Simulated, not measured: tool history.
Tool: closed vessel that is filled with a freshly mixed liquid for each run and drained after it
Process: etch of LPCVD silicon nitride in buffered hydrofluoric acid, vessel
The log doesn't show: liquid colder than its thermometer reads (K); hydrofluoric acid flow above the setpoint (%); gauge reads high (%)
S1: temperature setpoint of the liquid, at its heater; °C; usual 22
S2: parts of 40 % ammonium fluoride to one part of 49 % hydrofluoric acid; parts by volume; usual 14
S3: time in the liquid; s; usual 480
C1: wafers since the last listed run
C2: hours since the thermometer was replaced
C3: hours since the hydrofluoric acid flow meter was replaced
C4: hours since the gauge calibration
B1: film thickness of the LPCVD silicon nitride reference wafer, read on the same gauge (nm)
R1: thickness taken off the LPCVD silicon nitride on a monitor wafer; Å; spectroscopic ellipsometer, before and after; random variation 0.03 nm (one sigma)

Run 1, hour 0: usual settings but S2 12.5 parts by volume; C1 0; C2 863.6; C3 1045.7; C4 151.1; B1 50.016. Result: R1 39.26 Å.
Run 2, hour 6.5: usual settings; C1 462; C2 870.1; C3 1052.2; C4 157.6; B1 49.979. Result: R1 35.58 Å.
Run 3, hour 18.5: usual settings; C1 853; C2 882.1; C3 1064.2; C4 169.6; B1 50.023. Result: R1 35.1 Å.
Run 4, hour 31.6: usual settings; C1 931; C2 895.2; C3 1077.3; C4 182.7; B1 50.063. Result: R1 35.54 Å.
Run 5, hour 38.7: usual settings but S2 11 parts by volume, S3 675 s; C1 504; C2 902.3; C3 1084.4; C4 189.8; B1 49.979. Result: R1 62.75 Å.
Run 6, hour 47.8: usual settings but S2 11 parts by volume, S3 675 s; C1 647; C2 911.4; C3 1093.5; C4 198.9; B1 49.926. Result: R1 62.14 Å.
Run 7, hour 56.5: usual settings but S1 19.5 °C, S2 18 parts by volume; C1 618; C2 920.1; C3 1102.2; C4 207.6; B1 50.051. Result: R1 23.67 Å.
Run 8, hour 72.8: usual settings but S1 19.5 °C, S2 18 parts by volume; C1 1159; C2 936.4; C3 1118.5; C4 223.9; B1 49.971. Result: R1 23.63 Å.
Run 9, hour 82.6: usual settings but S1 19.5 °C, S2 18 parts by volume; C1 697; C2 946.2; C3 1128.3; C4 233.7; B1 50.005. Result: R1 23.69 Å.
At hour 87.6: hydrofluoric acid flow meter replaced.
Run 10, hour 96.9: usual settings; C1 945; C2 960.5; C3 9.3; C4 248; B1 50.035. Result: R1 35.13 Å.
At hour 97.7: gauge calibrated.
Run 11, hour 104.3: usual settings but S3 415 s; C1 526; C2 967.9; C3 16.7; C4 6.6; B1 49.985. Result: R1 30.06 Å.
At hour 121.4: thermometer replaced.
Run 12, hour 149.4: usual settings but S2 11.5 parts by volume, S3 330 s; C1 3136; C2 28; C3 61.8; C4 51.7; B1 50.052. Result: R1 32.46 Å.
Run 13, hour 159.3: usual settings but S2 18 parts by volume, S3 325 s; C1 704; C2 37.9; C3 71.7; C4 61.6; B1 49.968. Result: R1 20.57 Å.
Run 14, hour 168: usual settings but S1 17.5 °C, S2 17 parts by volume; C1 618; C2 46.6; C3 80.4; C4 70.3; B1 49.948. Result: R1 24.84 Å.
Run 15, hour 178: usual settings but S1 17.5 °C, S2 12.5 parts by volume, S3 225 s; C1 711; C2 56.6; C3 90.4; C4 80.3; B1 49.972. Result: R1 15.81 Å.
Run 16, hour 191.2: usual settings but S1 27 °C, S2 17.5 parts by volume, S3 235 s; C1 938; C2 69.8; C3 103.6; C4 93.5; B1 50.03. Result: R1 19.75 Å.
Run 17, hour 205.9: usual settings; C1 1045; C2 84.5; C3 118.3; C4 108.2; B1 50.01. Result: R1 38.43 Å.
Run 18, hour 218.5: usual settings; C1 896; C2 97.1; C3 130.9; C4 120.8; B1 50.031. Result: R1 38.29 Å.
Run 19, hour 225.5: usual settings; C1 497; C2 104.1; C3 137.9; C4 127.8; B1 50.001. Result: R1 38.4 Å.
Run 20, hour 235: usual settings but S2 16 parts by volume, S3 340 s; C1 675; C2 113.6; C3 147.4; C4 137.3; B1 50.042. Result: R1 23.4 Å.
Run 21, hour 250.4: usual settings but S1 24 °C, S3 380 s; C1 1095; C2 129; C3 162.8; C4 152.7; B1 50.037. Result: R1 33.93 Å.
Run 22, hour 261.5: usual settings but S3 210 s; C1 789; C2 140.1; C3 173.9; C4 163.8; B1 50.038. Result: R1 16.5 Å.

Forecast each of these 5 alternatives for the next run:
Run A, hour 262.3: usual settings; C1 56; C2 140.9; C3 174.7; C4 164.6; B1 ?. Result: R1 ?.
Run B, hour 262.3: usual settings but S1 18 °C, S2 12 parts by volume, S3 590 s; C1 56; C2 140.9; C3 174.7; C4 164.6; B1 ?. Result: R1 ?.
Run C, hour 262.3: usual settings but S1 20 °C, S2 16.5 parts by volume, S3 725 s; C1 56; C2 140.9; C3 174.7; C4 164.6; B1 ?. Result: R1 ?.
Run D, hour 262.3: usual settings but S1 20.5 °C, S3 565 s; C1 56; C2 140.9; C3 174.7; C4 164.6; B1 ?. Result: R1 ?.
Run E, hour 262.3: usual settings but S3 295 s; C1 56; C2 140.9; C3 174.7; C4 164.6; B1 ?. Result: R1 ?.

run      B1     R1
  A  49.954  37.84
  B  49.954  43.19
  C  49.954  43.48
  D  49.954  40.96
  E  49.954  23.26
Without the tool's hidden state the same runs would have given:
run     R1
  A  39.21
  B   44.8
  C  45.07
  D  42.46
  E  24.09
